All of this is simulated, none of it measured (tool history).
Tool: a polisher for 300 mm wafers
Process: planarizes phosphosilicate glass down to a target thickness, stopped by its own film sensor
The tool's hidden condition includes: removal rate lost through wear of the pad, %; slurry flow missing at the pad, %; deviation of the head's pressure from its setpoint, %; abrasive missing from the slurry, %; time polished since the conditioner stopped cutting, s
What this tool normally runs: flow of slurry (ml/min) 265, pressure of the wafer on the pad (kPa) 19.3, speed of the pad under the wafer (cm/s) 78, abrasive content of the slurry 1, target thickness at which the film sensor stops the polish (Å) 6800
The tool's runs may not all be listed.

| run | hour | flow of slurry (ml/min) | pressure of the wafer on the pad (kPa) | speed of the pad under the wafer (cm/s) | abrasive content of the slurry | target thickness at which the film sensor stops the polish (Å) | wafers since the last listed run | wafers polished on this pad | hours since the slurry nozzle was cleaned | hours since the head pressure was calibrated | hours since the slurry blender was calibrated | hours since the conditioning disc was replaced | incoming thickness of the incoming film, nm | time until the film sensor stopped the polish (s) |
|---|---|---|---|---|---|---|---|---|---|---|---|---|---|---|
| 1 | 0 | 215 | 19.3 | 78 | 1.2 | 6800 | 0 | 564 | 73.2 | 1135.8 | 407.7 | 176.1 | 1105.6 | 61.4 |
| 2 | 68.9 | 265 | 19.3 | 78 | 1 | 6800 | 526 | 1091 | 142.1 | 1204.7 | 476.6 | 245 | 1096.5 | 61.8 |
|  | 98.7 | slurry blender recalibrated |
| 3 | 171.3 | 265 | 19.3 | 78 | 1 | 6800 | 767 | 1858 | 244.5 | 1307.1 | 72.6 | 347.4 | 1097.5 | 61.2 |
| 4 | 260.5 | 265 | 19.3 | 78 | 1 | 6800 | 681 | 2540 | 333.7 | 1396.3 | 161.8 | 436.6 | 1101.4 | 61.8 |
|  | 282.3 | head pressure recalibrated |
| 5 | 340.2 | 265 | 19.3 | 78 | 1 | 6800 | 593 | 3134 | 413.4 | 57.9 | 241.5 | 516.3 | 1106.9 | 62.8 |
|  | 377.9 | conditioning disc replaced and pad reconditioned |
|  | 390.6 | slurry nozzle cleaned |
|  | 439.9 | worn pad replaced by a new one |
| 6 | 448 | 305 | 19.3 | 78 | 1 | 6800 | 770 | 61 | 57.4 | 165.7 | 349.3 | 70.1 | 1123.9 | 64.2 |
| 7 | 542.3 | 200 | 15.2 | 78 | 1 | 6800 | 720 | 782 | 151.7 | 260 | 443.6 | 164.4 | 1088.8 | 70.4 |
|  | 566.7 | slurry blender recalibrated |
| 8 | 629.1 | 320 | 17.2 | 58 | 1 | 6800 | 648 | 1430 | 238.5 | 346.8 | 62.4 | 251.2 | 1090.1 | 81 |
| 9 | 682.2 | 265 | 19.3 | 78 | 1 | 5410 | 405 | 1836 | 291.6 | 399.9 | 115.5 | 304.3 | 1094.7 | 81.1 |
| 10 | 728.3 | 265 | 19.3 | 78 | 0.85 | 7410 | 352 | 2188 | 337.7 | 446 | 161.6 | 350.4 | 1108.6 | 58.1 |
| 11 | 807.8 | 265 | 19.3 | 78 | 1 | 6800 | 607 | 2796 | 417.2 | 525.5 | 241.1 | 429.9 | 1091.1 | 61.3 |
|  | 874.8 | slurry nozzle cleaned |
|  | 883.5 | conditioning disc replaced and pad reconditioned |
| 12 | 900.8 | 345 | 13.8 | 78 | 1.25 | 6800 | 687 | 3484 | 26 | 618.5 | 334.1 | 17.3 | 1102.2 | 70.2 |
|  | 970.3 | worn pad replaced by a new one |
| 13 | 983.1 | 265 | 19.3 | 78 | 1 | 6800 | 598 | 97 | 108.3 | 700.8 | 416.4 | 99.6 | 1078.9 | 59.6 |
| 14 | 1049.7 | 265 | 12.4 | 78 | 1 | 6800 | 509 | 606 | 174.9 | 767.4 | 483 | 166.2 | 1091.2 | 77.2 |
|  | 1071.8 | slurry blender recalibrated |
| 15 | 1139 | 265 | 19.3 | 78 | 1 | 6800 | 667 | 1273 | 264.2 | 856.7 | 67.2 | 255.5 | 1099.1 | 60.6 |
| 16 | 1235.3 | 265 | 13.8 | 78 | 1 | 6800 | 736 | 2010 | 360.5 | 953 | 163.5 | 351.8 | 1086.2 | 71.4 |
| 17 | 1319.6 | 265 | 19.3 | 78 | 1 | 6800 | 644 | 2654 | 444.8 | 1037.3 | 247.8 | 436.1 | 1097.6 | 62.8 |
|  | 1373.3 | conditioning disc replaced and pad reconditioned |
| 18 | 1385.5 | 265 | 22.1 | 78 | 1 | 6410 | 488 | 3142 | 510.7 | 1103.2 | 313.7 | 12.2 | 1107.3 | 62.2 |

Run 19 comes next. What will it give?
|  | 1412.9 | slurry nozzle cleaned |
|  | 1427.3 | worn pad replaced by a new one |
| 19 | 1448.2 | 265 | 16.5 | 78 | 1 | 6800 | 441 | 160 | 35.3 | 1165.9 | 376.4 | 74.9 | 1113.8 | ? |

{"run 19": {"time until the film sensor stopped the polish (s)": 69.4}}
If the tool had no hidden condition, the same run with the same run-to-run variation would have returned time until the film sensor stopped the polish (s) 69.4.

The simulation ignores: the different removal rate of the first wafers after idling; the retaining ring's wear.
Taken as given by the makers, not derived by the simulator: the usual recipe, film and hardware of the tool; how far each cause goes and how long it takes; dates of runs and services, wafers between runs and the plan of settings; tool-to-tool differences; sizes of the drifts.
